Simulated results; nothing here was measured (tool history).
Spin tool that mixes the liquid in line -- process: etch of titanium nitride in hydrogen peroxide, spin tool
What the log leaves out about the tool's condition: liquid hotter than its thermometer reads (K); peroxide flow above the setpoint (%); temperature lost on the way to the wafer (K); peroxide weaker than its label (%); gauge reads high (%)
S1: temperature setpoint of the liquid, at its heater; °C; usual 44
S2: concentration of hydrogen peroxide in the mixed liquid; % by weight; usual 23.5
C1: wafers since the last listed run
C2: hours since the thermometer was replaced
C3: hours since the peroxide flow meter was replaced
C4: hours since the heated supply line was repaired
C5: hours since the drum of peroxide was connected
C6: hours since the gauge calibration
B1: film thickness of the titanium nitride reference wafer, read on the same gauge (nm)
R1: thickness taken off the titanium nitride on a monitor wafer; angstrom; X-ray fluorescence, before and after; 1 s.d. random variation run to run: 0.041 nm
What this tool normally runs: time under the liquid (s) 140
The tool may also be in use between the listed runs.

run 1 hour=0 | S1=44 S2=23.5 time_under_the_liquid_(s)=80 | C1=0 C2=3.2 C3=893.7 C4=2195.6 C5=43.6 C6=388 | B1=109.99 | R1=29.4
run 2 hour=14.4 | S1=44 S2=23.5 time_under_the_liquid_(s)=80 | C1=152 C2=17.6 C3=908.1 C4=2210 C5=58 C6=402.4 | B1=109.99 | R1=29.5
run 3 hour=28 | S1=44 S2=27.5 time_under_the_liquid_(s)=75 | C1=144 C2=31.2 C3=921.7 C4=2223.6 C5=71.6 C6=416 | B1=110 | R1=28.6
run 4 hour=34.5 | S1=44 S2=23.5 time_under_the_liquid_(s)=140 | C1=68 C2=37.7 C3=928.2 C4=2230.1 C5=78.1 C6=422.5 | B1=109.99 | R1=52.2
run 5 hour=43.2 | S1=35 S2=23.5 time_under_the_liquid_(s)=140 | C1=92 C2=46.4 C3=936.9 C4=2238.8 C5=86.8 C6=431.2 | B1=110.02 | R1=25.2
run 6 hour=50.5 | S1=51.5 S2=23.5 time_under_the_liquid_(s)=180 | C1=77 C2=53.7 C3=944.2 C4=2246.1 C5=94.1 C6=438.5 | B1=109.99 | R1=116.5
run 7 hour=60.1 | S1=44 S2=23.5 time_under_the_liquid_(s)=140 | C1=101 C2=63.3 C3=953.8 C4=2255.7 C5=103.7 C6=448.1 | B1=110.01 | R1=51.5
run 8 hour=68.4 | S1=39.5 S2=29 time_under_the_liquid_(s)=95 | C1=88 C2=71.6 C3=962.1 C4=2264 C5=112 C6=456.4 | B1=109.99 | R1=25.8
-- hour=79.1 heated supply line repaired
run 9 hour=84.5 | S1=39 S2=20.5 time_under_the_liquid_(s)=60 | C1=160 C2=87.7 C3=978.2 C4=5.4 C5=128.1 C6=472.5 | B1=110 | R1=17.2
-- hour=88.6 peroxide flow meter replaced
run 10 hour=98.3 | S1=44 S2=23.5 time_under_the_liquid_(s)=140 | C1=135 C2=101.5 C3=9.7 C4=19.2 C5=141.9 C6=486.3 | B1=110 | R1=60.1
run 11 hour=109.9 | S1=44 S2=23.5 time_under_the_liquid_(s)=140 | C1=123 C2=113.1 C3=21.3 C4=30.8 C5=153.5 C6=497.9 | B1=110 | R1=60.8
run 12 hour=122.8 | S1=35 S2=27.5 time_under_the_liquid_(s)=205 | C1=136 C2=126 C3=34.2 C4=43.7 C5=166.4 C6=510.8 | B1=110 | R1=46.4
run 13 hour=137.1 | S1=44 S2=26.5 time_under_the_liquid_(s)=110 | C1=151 C2=140.3 C3=48.5 C4=58 C5=180.7 C6=525.1 | B1=110.02 | R1=49.3
run 14 hour=147.7 | S1=54 S2=23.5 time_under_the_liquid_(s)=200 | C1=112 C2=150.9 C3=59.1 C4=68.6 C5=191.3 C6=535.7 | B1=110.03 | R1=180.4
-- hour=149.1 gauge calibrated
run 15 hour=157.1 | S1=38.5 S2=30 time_under_the_liquid_(s)=140 | C1=99 C2=160.3 C3=68.5 C4=78 C5=200.7 C6=8 | B1=110.01 | R1=42.5
run 16 hour=173.9 | S1=36 S2=19 time_under_the_liquid_(s)=65 | C1=178 C2=177.1 C3=85.3 C4=94.8 C5=217.5 C6=24.8 | B1=110.02 | R1=14.3
run 17 hour=184.1 | S1=44 S2=23.5 time_under_the_liquid_(s)=140 | C1=108 C2=187.3 C3=95.5 C4=105 C5=227.7 C6=35 | B1=110.02 | R1=61.1
run 18 hour=197.1 | S1=37.5 S2=23.5 time_under_the_liquid_(s)=140 | C1=137 C2=200.3 C3=108.5 C4=118 C5=240.7 C6=48 | B1=110 | R1=37

Run 19 is up next; what results do you expect?
run 19 hour=212.8 | S1=44 S2=23.5 time_under_the_liquid_(s)=110 | C1=166 C2=216 C3=124.2 C4=133.7 C5=256.4 C6=63.7 | B1=? | R1=?

{"run 19": {"B1": 109.98, "R1": 47.6}}
On a tool with no hidden condition, and with the same random variation, this run would have come out at R1 47.4 angstrom.
